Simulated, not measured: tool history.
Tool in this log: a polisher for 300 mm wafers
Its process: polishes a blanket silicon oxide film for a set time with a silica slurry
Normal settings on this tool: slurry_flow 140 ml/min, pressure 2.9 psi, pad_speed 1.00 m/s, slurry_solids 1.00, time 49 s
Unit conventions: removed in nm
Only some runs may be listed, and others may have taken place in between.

| run | day | slurry_flow | pressure | pad_speed | slurry_solids | time | incoming thickness of the incoming film, nm | removed |
|---|---|---|---|---|---|---|---|---|
| 1 | 0.000 | 140 | 2.3 | 1.00 | 0.90 | 49 | 1124.0 | 62.1 |
| 2 | 1.496 | 140 | 2.3 | 1.00 | 0.90 | 49 | 1098.8 | 60.6 |
| 3 | 2.896 | 140 | 2.9 | 1.00 | 0.90 | 49 | 1097.8 | 75.5 |
| 4 | 3.621 | 140 | 2.9 | 1.00 | 0.90 | 49 | 1130.4 | 74.1 |
| 5 | 4.442 | 140 | 2.9 | 1.00 | 0.90 | 49 | 1110.9 | 73.7 |
| 6 | 6.275 | 140 | 2.9 | 1.00 | 1.20 | 49 | 1116.4 | 78.9 |
| 7 | 7.471 | 140 | 2.9 | 1.00 | 1.20 | 49 | 1139.2 | 84.5 |
| 8 | 8.242 | 140 | 3.1 | 1.00 | 1.00 | 49 | 1122.1 | 84.5 |
| 9 | 8.900 | 140 | 3.1 | 1.00 | 1.00 | 49 | 1111.0 | 83.7 |
| 10 | 9.712 | 140 | 2.9 | 1.00 | 1.00 | 49 | 1120.7 | 77.8 |
| 11 | 10.325 | 140 | 2.9 | 1.00 | 1.00 | 49 | 1129.1 | 76.7 |
| 12 | 12.000 | 140 | 2.9 | 1.00 | 1.30 | 32 | 1125.7 | 52.7 |
| 13 | 13.062 | 140 | 2.9 | 1.00 | 1.00 | 33 | 1124.8 | 49.8 |
| 14 | 17.421 | 140 | 2.9 | 1.00 | 1.00 | 49 | 1138.0 | 77.0 |
| 15 | 18.217 | 140 | 2.9 | 1.00 | 1.00 | 40 | 1123.1 | 61.4 |
| 16 | 19.254 | 140 | 2.9 | 1.00 | 1.00 | 49 | 1137.6 | 74.6 |
| 17 | 20.596 | 140 | 2.9 | 1.00 | 1.00 | 40 | 1121.2 | 67.2 |
| 18 | 21.650 | 140 | 2.3 | 1.00 | 0.90 | 49 | 1115.6 | 63.3 |
| 19 | 22.225 | 120 | 2.9 | 0.72 | 1.10 | 43 | 1139.7 | 59.5 |
| 20 | 23.238 | 140 | 3.4 | 1.00 | 1.00 | 66 | 1115.6 | 125.3 |
| 21 | 23.954 | 140 | 3.5 | 1.20 | 1.00 | 49 | 1141.7 | 105.5 |
| 22 | 25.454 | 140 | 2.3 | 1.00 | 1.00 | 64 | 1100.4 | 89.6 |
| 23 | 26.900 | 140 | 2.3 | 1.00 | 0.90 | 49 | 1134.6 | 63.9 |
| 24 | 28.167 | 140 | 2.9 | 1.20 | 1.00 | 49 | 1107.8 | 90.0 |

The log once held 15 entries between its listed runs, left out of this copy. Where does each go, and what is different about the tool's unlogged condition between the listed run before it and the listed run after it?
After run 3, before run 4: slurry blender recalibrated (day 3.604)
  deviation of the head's pressure from its setpoint, %: -6.01 -> -6.27; time polished since the conditioner stopped cutting, s: 189 -> 196
  measured value less the no-hidden-state value, removed: -12.6 -> -12.9 nm
After run 5, before run 6: worn pad replaced by a new one (day 5.154)
  deviation of the head's pressure from its setpoint, %: -6.57 -> -7.23; time polished since the conditioner stopped cutting, s: 202 -> 211
  measured value less the no-hidden-state value, removed: -13.3 -> -15.2 nm
After run 6, before run 7: conditioning disc replaced and pad reconditioned (day 6.479)
  deviation of the head's pressure from its setpoint, %: -7.23 -> -7.66; time polished since the conditioner stopped cutting, s: 211 -> 62.1
  measured value less the no-hidden-state value, removed: -15.2 -> -9.9 nm
After run 10, before run 11: slurry blender recalibrated (day 9.854); worn pad replaced by a new one (day 10.154)
  deviation of the head's pressure from its setpoint, %: -8.47 -> -8.69; time polished since the conditioner stopped cutting, s: 136 -> 149
  measured value less the no-hidden-state value, removed: -13.1 -> -13.7 nm
After run 13, before run 14: slurry nozzle cleaned (day 13.179); conditioning disc replaced and pad reconditioned (day 15.779); slurry blender recalibrated (day 15.788); worn pad replaced by a new one (day 15.929)
  deviation of the head's pressure from its setpoint, %: -9.68 -> -11.3; time polished since the conditioner stopped cutting, s: 183 -> 86.4
  measured value less the no-hidden-state value, removed: -10.4 -> -13.5 nm
After run 16, before run 17: head pressure recalibrated (day 20.092)
  deviation of the head's pressure from its setpoint, %: -11.9 -> -0.693; time polished since the conditioner stopped cutting, s: 139 -> 162
  measured value less the no-hidden-state value, removed: -15.8 -> -6.4 nm
After run 17, before run 18: worn pad replaced by a new one (day 21.488)
  deviation of the head's pressure from its setpoint, %: -0.693 -> -1.07; time polished since the conditioner stopped cutting, s: 162 -> 174
  measured value less the no-hidden-state value, removed: -6.4 -> -5.6 nm
After run 18, before run 19: slurry blender recalibrated (day 21.771)
  deviation of the head's pressure from its setpoint, %: -1.07 -> -1.28; time polished since the conditioner stopped cutting, s: 174 -> 179
  measured value less the no-hidden-state value, removed: -5.6 -> -5.5 nm
After run 21, before run 22: conditioning disc replaced and pad reconditioned (day 25.171)
  deviation of the head's pressure from its setpoint, %: -1.91 -> -2.45; time polished since the conditioner stopped cutting, s: 190 -> 24.1
  measured value less the no-hidden-state value, removed: -16.6 -> -3.2 nm
After run 22, before run 23: slurry blender recalibrated (day 26.879)
  deviation of the head's pressure from its setpoint, %: -2.45 -> -2.97; time polished since the conditioner stopped cutting, s: 24.1 -> 91.4
  measured value less the no-hidden-state value, removed: -3.2 -> -4.6 nm
After run 23, before run 24: worn pad replaced by a new one (day 27.279)
  deviation of the head's pressure from its setpoint, %: -2.97 -> -3.43; time polished since the conditioner stopped cutting, s: 91.4 -> 130
  measured value less the no-hidden-state value, removed: -4.6 -> -10.5 nm
